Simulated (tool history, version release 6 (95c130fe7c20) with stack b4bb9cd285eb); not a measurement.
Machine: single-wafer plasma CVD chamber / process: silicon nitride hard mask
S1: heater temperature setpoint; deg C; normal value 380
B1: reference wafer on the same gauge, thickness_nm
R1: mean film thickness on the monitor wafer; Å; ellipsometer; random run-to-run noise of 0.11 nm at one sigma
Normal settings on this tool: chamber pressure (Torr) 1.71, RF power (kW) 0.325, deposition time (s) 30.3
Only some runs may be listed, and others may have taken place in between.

run 1 hour=0 | S1=380 chamber_pressure_(Torr)=1.71 RF_power_(kW)=0.325 deposition_time_(s)=30.3 | B1=40.194 | R1=365.83
-- hour=20.8 RF generator calibrated
run 2 hour=90.4 | S1=380 chamber_pressure_(Torr)=1.71 RF_power_(kW)=0.325 deposition_time_(s)=30.3 | B1=40.182 | R1=378.14
run 3 hour=175.1 | S1=380 chamber_pressure_(Torr)=1.71 RF_power_(kW)=0.325 deposition_time_(s)=30.3 | B1=40.192 | R1=378.48
run 4 hour=250.7 | S1=380 chamber_pressure_(Torr)=1.71 RF_power_(kW)=0.325 deposition_time_(s)=30.3 | B1=40.19 | R1=376.76
run 5 hour=305.8 | S1=380 chamber_pressure_(Torr)=1.71 RF_power_(kW)=0.325 deposition_time_(s)=30.3 | B1=40.234 | R1=377.45
run 6 hour=399.1 | S1=386 chamber_pressure_(Torr)=1.71 RF_power_(kW)=0.325 deposition_time_(s)=30.3 | B1=40.188 | R1=373.98
run 7 hour=470.4 | S1=380 chamber_pressure_(Torr)=1.71 RF_power_(kW)=0.325 deposition_time_(s)=30.3 | B1=40.22 | R1=375.45
run 8 hour=562.5 | S1=380 chamber_pressure_(Torr)=1.71 RF_power_(kW)=0.325 deposition_time_(s)=30.3 | B1=40.226 | R1=372.81
-- hour=608.1 thermocouple changed; heater temperature recalibrated
-- hour=640.6 gauge calibrated
run 9 hour=668.9 | S1=384 chamber_pressure_(Torr)=1.71 RF_power_(kW)=0.325 deposition_time_(s)=30.3 | B1=40.206 | R1=373.81
run 10 hour=727 | S1=386 chamber_pressure_(Torr)=1.71 RF_power_(kW)=0.325 deposition_time_(s)=30.3 | B1=40.227 | R1=370.49
-- hour=746.7 showerhead replaced
-- hour=774.4 capacitance manometer re-zeroed and calibrated
run 11 hour=799.4 | S1=366 chamber_pressure_(Torr)=1.71 RF_power_(kW)=0.325 deposition_time_(s)=30.3 | B1=40.183 | R1=372.59
run 12 hour=845.7 | S1=394 chamber_pressure_(Torr)=1.71 RF_power_(kW)=0.325 deposition_time_(s)=30.3 | B1=40.179 | R1=367
run 13 hour=929.6 | S1=380 chamber_pressure_(Torr)=1.71 RF_power_(kW)=0.325 deposition_time_(s)=30.3 | B1=40.186 | R1=366.28
run 14 hour=984.1 | S1=380 chamber_pressure_(Torr)=1.71 RF_power_(kW)=0.325 deposition_time_(s)=30.3 | B1=40.201 | R1=364.66
-- hour=1008.8 RF generator calibrated
run 15 hour=1020.5 | S1=380 chamber_pressure_(Torr)=1.71 RF_power_(kW)=0.355 deposition_time_(s)=30.3 | B1=40.215 | R1=401.77
run 16 hour=1113.9 | S1=371 chamber_pressure_(Torr)=1.93 RF_power_(kW)=0.35 deposition_time_(s)=25 | B1=40.207 | R1=340.71
run 17 hour=1199.9 | S1=392 chamber_pressure_(Torr)=1.92 RF_power_(kW)=0.325 deposition_time_(s)=26.7 | B1=40.23 | R1=340.86
run 18 hour=1243.2 | S1=372 chamber_pressure_(Torr)=1.71 RF_power_(kW)=0.325 deposition_time_(s)=30.3 | B1=40.2 | R1=375.9
run 19 hour=1288.1 | S1=374 chamber_pressure_(Torr)=1.57 RF_power_(kW)=0.305 deposition_time_(s)=26.5 | B1=40.244 | R1=306.06

Same runs, no hidden state in the tool, same run-to-run variation:
What the log doesn't record here: wafer temperature above the value expected at the setpoint (K); delivered RF power above the setpoint (%); true pressure above the setpoint (%); gauge reads high (%).
run=1 R1=378.63
run=2 R1=378.8
run=3 R1=379.39
run=4 R1=378.03
run=5 R1=379.09
run=6 R1=376.38
run=7 R1=378.61
run=8 R1=377.12
run=9 R1=379.77
run=10 R1=377.42
run=11 R1=380.97
run=12 R1=376.22
run=13 R1=377.39
run=14 R1=377.07
run=15 R1=403.75
run=16 R1=342.51
run=17 R1=343.05
run=18 R1=378.54
run=19 R1=308.48

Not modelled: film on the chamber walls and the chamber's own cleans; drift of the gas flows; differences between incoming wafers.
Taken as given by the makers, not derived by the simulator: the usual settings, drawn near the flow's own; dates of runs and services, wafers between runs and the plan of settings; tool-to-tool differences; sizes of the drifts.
